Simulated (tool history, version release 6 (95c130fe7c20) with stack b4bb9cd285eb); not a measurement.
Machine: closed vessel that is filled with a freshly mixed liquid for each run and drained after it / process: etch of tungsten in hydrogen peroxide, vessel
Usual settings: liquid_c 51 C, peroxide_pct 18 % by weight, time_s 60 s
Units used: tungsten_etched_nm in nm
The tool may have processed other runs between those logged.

run,hour,liquid_c,peroxide_pct,time_s,wafers since the last listed run,hours since the thermometer was replaced,hours since the peroxide flow meter was replaced,hours since the drum of peroxide was connected,hours since the gauge calibration,"read-back film thickness of the tungsten reference wafer, read on the same gauge (nm)",tungsten_etched_nm
1,0,51,19.5,60,0,1159.7,116.2,50.5,1455,140.01,52.77
2,68.7,51,18,60,5403,1228.4,184.9,119.2,1523.7,140.03,50.77
# hour 171.5: thermometer replaced
3,210.9,51,18,60,11105,39.4,327.1,261.4,1665.9,139.97,50.91
4,265.1,51,18,60,4262,93.6,381.3,315.6,1720.1,139.98,50.81
5,334.8,51,18,60,5481,163.3,451,385.3,1789.8,139.97,51.01
6,400.3,51,18,60,5151,228.8,516.5,450.8,1855.3,140.01,51.09
7,438.3,51,18,60,2988,266.8,554.5,488.8,1893.3,139.98,50.42
8,501.7,51,18,60,4986,330.2,617.9,552.2,1956.7,139.99,50.36
# hour 652.8: peroxide flow meter replaced
# hour 663.2: new drum of peroxide connected
9,667.5,51,20,60,12882,496,14.7,4.3,2122.5,139.99,52.94
10,726.1,51,20,60,4608,554.6,73.3,62.9,2181.1,140.01,53.05
11,791.2,54,14.5,35,5120,619.7,138.4,128,2246.2,140,31.64
12,846.2,56.5,18,35,4325,674.7,193.4,183,2301.2,139.96,40.96
13,884.2,47.5,14.5,60,2988,712.7,231.4,221,2339.2,139.99,35.85
14,929.8,41.5,23,35,3586,758.3,277,266.6,2384.8,140.01,18.32
15,978,57.5,15.5,75,3790,806.5,325.2,314.8,2433,139.98,85.51
# hour 1015: gauge calibrated
16,1039.5,51,18,30,4836,868,386.7,376.3,24.5,140,24.83
17,1085.6,51,18,60,3625,914.1,432.8,422.4,70.6,139.98,50.02
18,1211.6,51,15.5,70,9909,1040.1,558.8,548.4,196.6,139.99,54.21
# hour 1265.7: thermometer replaced
19,1282.4,51,18,60,5489,16.7,629.6,619.2,267.4,139.96,50.26
20,1327.3,54,18,60,3531,61.6,674.5,664.1,312.3,140,59.38
# hour 1339.7: new drum of peroxide connected
21,1393.7,51,16,75,5143,128,740.9,54,378.7,140,61.38
22,1422.1,51,21,70,2233,156.4,769.3,82.4,407.1,139.97,65.55
# hour 1464.7: peroxide flow meter replaced
23,1472.3,51,18,60,3869,206.6,7.6,132.6,457.3,140.03,50.5
24,1512.2,51,15.5,30,3138,246.5,47.5,172.5,497.2,140,23.16
25,1562.8,42.5,18,40,3979,297.1,98.1,223.1,547.8,139.97,19.59
26,1627,42,13.5,60,5049,361.3,162.3,287.3,612,140,24.63
27,1658.6,51,18,60,2485,392.9,193.9,318.9,643.6,139.97,49.4
28,1723.7,47,21.5,35,5120,458,259,384,708.7,140.04,24.96
29,1750,59.5,22,85,2068,484.3,285.3,410.3,735,139.99,128.36
30,1776.3,51,18,60,2068,510.6,311.6,436.6,761.3,139.99,49.88
31,1845.4,51,18,60,5434,579.7,380.7,505.7,830.4,140.01,50.08

Had the tool no unlogged condition, and each run kept its random variation, what would the results have been?
Hidden conditions of the tool in this case: liquid hotter than its thermometer reads (K); peroxide flow above the setpoint (%); peroxide weaker than its label (%); gauge reads high (%).
run,tungsten_etched_nm
1,52.19
2,50.24
3,50.43
4,50.37
5,50.6
6,50.72
7,50.07
8,50.05
9,53.08
10,53.2
11,31.74
12,41.11
13,35.99
14,18.4
15,85.92
16,24.96
17,50.32
18,54.6
19,50.67
20,59.9
21,59.47
22,63.52
23,50.94
24,23.37
25,19.77
26,24.87
27,49.9
28,25.23
29,129.76
30,50.44
31,50.68

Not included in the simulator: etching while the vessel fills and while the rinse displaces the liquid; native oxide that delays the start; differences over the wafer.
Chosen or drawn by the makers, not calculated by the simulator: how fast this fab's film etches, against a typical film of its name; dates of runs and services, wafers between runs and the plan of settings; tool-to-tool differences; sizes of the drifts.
